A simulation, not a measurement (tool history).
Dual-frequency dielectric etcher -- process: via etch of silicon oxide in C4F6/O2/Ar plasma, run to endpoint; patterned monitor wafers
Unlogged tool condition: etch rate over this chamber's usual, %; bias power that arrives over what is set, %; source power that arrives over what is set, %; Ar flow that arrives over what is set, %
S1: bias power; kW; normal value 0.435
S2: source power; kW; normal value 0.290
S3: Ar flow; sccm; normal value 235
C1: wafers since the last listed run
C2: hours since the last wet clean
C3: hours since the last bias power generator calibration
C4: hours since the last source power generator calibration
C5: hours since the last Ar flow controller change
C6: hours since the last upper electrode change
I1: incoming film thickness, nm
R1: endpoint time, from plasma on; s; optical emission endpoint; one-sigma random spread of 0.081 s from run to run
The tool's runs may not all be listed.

{"run": 1, "hour": 0.0, "S1": 0.435, "S2": 0.29, "S3": 235, "C1": 0, "C2": 179.1, "C3": 3199.4, "C4": 3040.1, "C5": 2542.8, "C6": 6267.8, "I1": 103.9, "R1": 26.5}
{"run": 2, "hour": 6.5, "S1": 0.435, "S2": 0.29, "S3": 235, "C1": 82, "C2": 185.6, "C3": 3205.9, "C4": 3046.6, "C5": 2549.3, "C6": 6274.3, "I1": 103.0, "R1": 26.3}
{"run": 3, "hour": 18.8, "S1": 0.435, "S2": 0.29, "S3": 235, "C1": 156, "C2": 197.9, "C3": 3218.2, "C4": 3058.9, "C5": 2561.6, "C6": 6286.6, "I1": 104.4, "R1": 26.6}
{"run": 4, "hour": 35.8, "S1": 0.435, "S2": 0.26, "S3": 235, "C1": 216, "C2": 214.9, "C3": 3235.2, "C4": 3075.9, "C5": 2578.6, "C6": 6303.6, "I1": 104.3, "R1": 27.7}
{"run": 5, "hour": 50.1, "S1": 0.435, "S2": 0.29, "S3": 235, "C1": 181, "C2": 229.2, "C3": 3249.5, "C4": 3090.2, "C5": 2592.9, "C6": 6317.9, "I1": 104.0, "R1": 26.4}
{"run": 6, "hour": 63.7, "S1": 0.435, "S2": 0.29, "S3": 235, "C1": 172, "C2": 242.8, "C3": 3263.1, "C4": 3103.8, "C5": 2606.5, "C6": 6331.5, "I1": 103.7, "R1": 26.3}
{"run": 7, "hour": 75.0, "S1": 0.435, "S2": 0.29, "S3": 235, "C1": 143, "C2": 254.1, "C3": 3274.4, "C4": 3115.1, "C5": 2617.8, "C6": 6342.8, "I1": 103.6, "R1": 26.2}
{"run": 8, "hour": 90.8, "S1": 0.435, "S2": 0.29, "S3": 235, "C1": 200, "C2": 269.9, "C3": 3290.2, "C4": 3130.9, "C5": 2633.6, "C6": 6358.6, "I1": 103.9, "R1": 26.2}
{"run": 9, "hour": 108.2, "S1": 0.37, "S2": 0.24, "S3": 267, "C1": 221, "C2": 287.3, "C3": 3307.6, "C4": 3148.3, "C5": 2651.0, "C6": 6376.0, "I1": 104.1, "R1": 31.3}
{"run": 10, "hour": 116.1, "S1": 0.333, "S2": 0.35, "S3": 196, "C1": 100, "C2": 295.2, "C3": 3315.5, "C4": 3156.2, "C5": 2658.9, "C6": 6383.9, "I1": 104.4, "R1": 26.8}
{"hour": 132.6, "done": "Ar flow controller replaced"}
{"run": 11, "hour": 167.9, "S1": 0.435, "S2": 0.29, "S3": 235, "C1": 582, "C2": 347.0, "C3": 3367.3, "C4": 3208.0, "C5": 35.3, "C6": 6435.7, "I1": 102.1, "R1": 25.6}
{"run": 12, "hour": 184.3, "S1": 0.341, "S2": 0.33, "S3": 274, "C1": 208, "C2": 363.4, "C3": 3383.7, "C4": 3224.4, "C5": 51.7, "C6": 6452.1, "I1": 103.5, "R1": 28.1}
{"hour": 191.0, "done": "source power generator calibrated"}
{"hour": 197.9, "done": "bias power generator calibrated"}
{"hour": 216.2, "done": "wet clean of the chamber"}
{"run": 13, "hour": 223.0, "S1": 0.374, "S2": 0.26, "S3": 288, "C1": 157, "C2": 6.8, "C3": 25.1, "C4": 32.0, "C5": 90.4, "C6": 6490.8, "I1": 103.4, "R1": 31.0}
{"run": 14, "hour": 250.9, "S1": 0.343, "S2": 0.31, "S3": 263, "C1": 354, "C2": 34.7, "C3": 53.0, "C4": 59.9, "C5": 118.3, "C6": 6518.7, "I1": 104.2, "R1": 29.7}
{"run": 15, "hour": 259.5, "S1": 0.435, "S2": 0.26, "S3": 212, "C1": 109, "C2": 43.3, "C3": 61.6, "C4": 68.5, "C5": 126.9, "C6": 6527.3, "I1": 103.9, "R1": 27.7}
{"run": 16, "hour": 283.5, "S1": 0.435, "S2": 0.29, "S3": 235, "C1": 305, "C2": 67.3, "C3": 85.6, "C4": 92.5, "C5": 150.9, "C6": 6551.3, "I1": 104.1, "R1": 26.8}
{"hour": 320.5, "done": "upper electrode replaced"}
{"run": 17, "hour": 321.0, "S1": 0.462, "S2": 0.29, "S3": 235, "C1": 171, "C2": 104.8, "C3": 123.1, "C4": 130.0, "C5": 188.4, "C6": 0.5, "I1": 105.1, "R1": 26.2}
{"run": 18, "hour": 321.3, "S1": 0.527, "S2": 0.32, "S3": 262, "C1": 3, "C2": 105.1, "C3": 123.4, "C4": 130.3, "C5": 188.7, "C6": 0.8, "I1": 103.9, "R1": 23.8}
{"run": 19, "hour": 321.7, "S1": 0.435, "S2": 0.23, "S3": 192, "C1": 5, "C2": 105.5, "C3": 123.8, "C4": 130.7, "C5": 189.1, "C6": 1.2, "I1": 104.7, "R1": 28.9}
{"run": 20, "hour": 336.7, "S1": 0.476, "S2": 0.23, "S3": 254, "C1": 190, "C2": 120.5, "C3": 138.8, "C4": 145.7, "C5": 204.1, "C6": 16.2, "I1": 103.4, "R1": 28.4}
{"run": 21, "hour": 346.1, "S1": 0.435, "S2": 0.29, "S3": 235, "C1": 119, "C2": 129.9, "C3": 148.2, "C4": 155.1, "C5": 213.5, "C6": 25.6, "I1": 104.9, "R1": 26.9}
{"run": 22, "hour": 362.0, "S1": 0.435, "S2": 0.24, "S3": 189, "C1": 202, "C2": 145.8, "C3": 164.1, "C4": 171.0, "C5": 229.4, "C6": 41.5, "I1": 104.1, "R1": 28.1}
{"run": 23, "hour": 369.3, "S1": 0.403, "S2": 0.35, "S3": 266, "C1": 92, "C2": 153.1, "C3": 171.4, "C4": 178.3, "C5": 236.7, "C6": 48.8, "I1": 105.1, "R1": 26.0}
{"run": 24, "hour": 381.7, "S1": 0.354, "S2": 0.33, "S3": 256, "C1": 157, "C2": 165.5, "C3": 183.8, "C4": 190.7, "C5": 249.1, "C6": 61.2, "I1": 104.2, "R1": 28.1}
{"run": 25, "hour": 429.4, "S1": 0.435, "S2": 0.29, "S3": 235, "C1": 606, "C2": 213.2, "C3": 231.5, "C4": 238.4, "C5": 296.8, "C6": 108.9, "I1": 104.4, "R1": 26.5}
{"run": 26, "hour": 444.4, "S1": 0.519, "S2": 0.33, "S3": 235, "C1": 190, "C2": 228.2, "C3": 246.5, "C4": 253.4, "C5": 311.8, "C6": 123.9, "I1": 105.2, "R1": 23.2}
{"run": 27, "hour": 455.8, "S1": 0.435, "S2": 0.29, "S3": 235, "C1": 144, "C2": 239.6, "C3": 257.9, "C4": 264.8, "C5": 323.2, "C6": 135.3, "I1": 104.1, "R1": 26.3}
{"run": 28, "hour": 471.1, "S1": 0.344, "S2": 0.29, "S3": 235, "C1": 194, "C2": 254.9, "C3": 273.2, "C4": 280.1, "C5": 338.5, "C6": 150.6, "I1": 103.1, "R1": 29.2}

Here are 5 independent what-if runs from the current tool condition. What would each one return?
{"run": "A", "hour": 471.5, "S1": 0.538, "S2": 0.29, "S3": 235, "C1": 5, "C2": 255.3, "C3": 273.6, "C4": 280.5, "C5": 338.9, "C6": 151.0, "I1": 104.1, "R1": "?"}
{"run": "B", "hour": 471.5, "S1": 0.395, "S2": 0.24, "S3": 264, "C1": 5, "C2": 255.3, "C3": 273.6, "C4": 280.5, "C5": 338.9, "C6": 151.0, "I1": 104.1, "R1": "?"}
{"run": "C", "hour": 471.5, "S1": 0.534, "S2": 0.35, "S3": 235, "C1": 5, "C2": 255.3, "C3": 273.6, "C4": 280.5, "C5": 338.9, "C6": 151.0, "I1": 104.1, "R1": "?"}
{"run": "D", "hour": 471.5, "S1": 0.468, "S2": 0.29, "S3": 264, "C1": 5, "C2": 255.3, "C3": 273.6, "C4": 280.5, "C5": 338.9, "C6": 151.0, "I1": 104.1, "R1": "?"}
{"run": "E", "hour": 471.5, "S1": 0.471, "S2": 0.23, "S3": 205, "C1": 5, "C2": 255.3, "C3": 273.6, "C4": 280.5, "C5": 338.9, "C6": 151.0, "I1": 104.1, "R1": "?"}

run=A R1=23.8
run=B R1=30.4
run=C R1=22.1
run=D R1=25.8
run=E R1=27.5
Stripped of hidden state, with their random variation kept, the same runs would have yielded:
run=A R1=24.3
run=B R1=31.1
run=C R1=22.5
run=D R1=26.4
run=E R1=28.1

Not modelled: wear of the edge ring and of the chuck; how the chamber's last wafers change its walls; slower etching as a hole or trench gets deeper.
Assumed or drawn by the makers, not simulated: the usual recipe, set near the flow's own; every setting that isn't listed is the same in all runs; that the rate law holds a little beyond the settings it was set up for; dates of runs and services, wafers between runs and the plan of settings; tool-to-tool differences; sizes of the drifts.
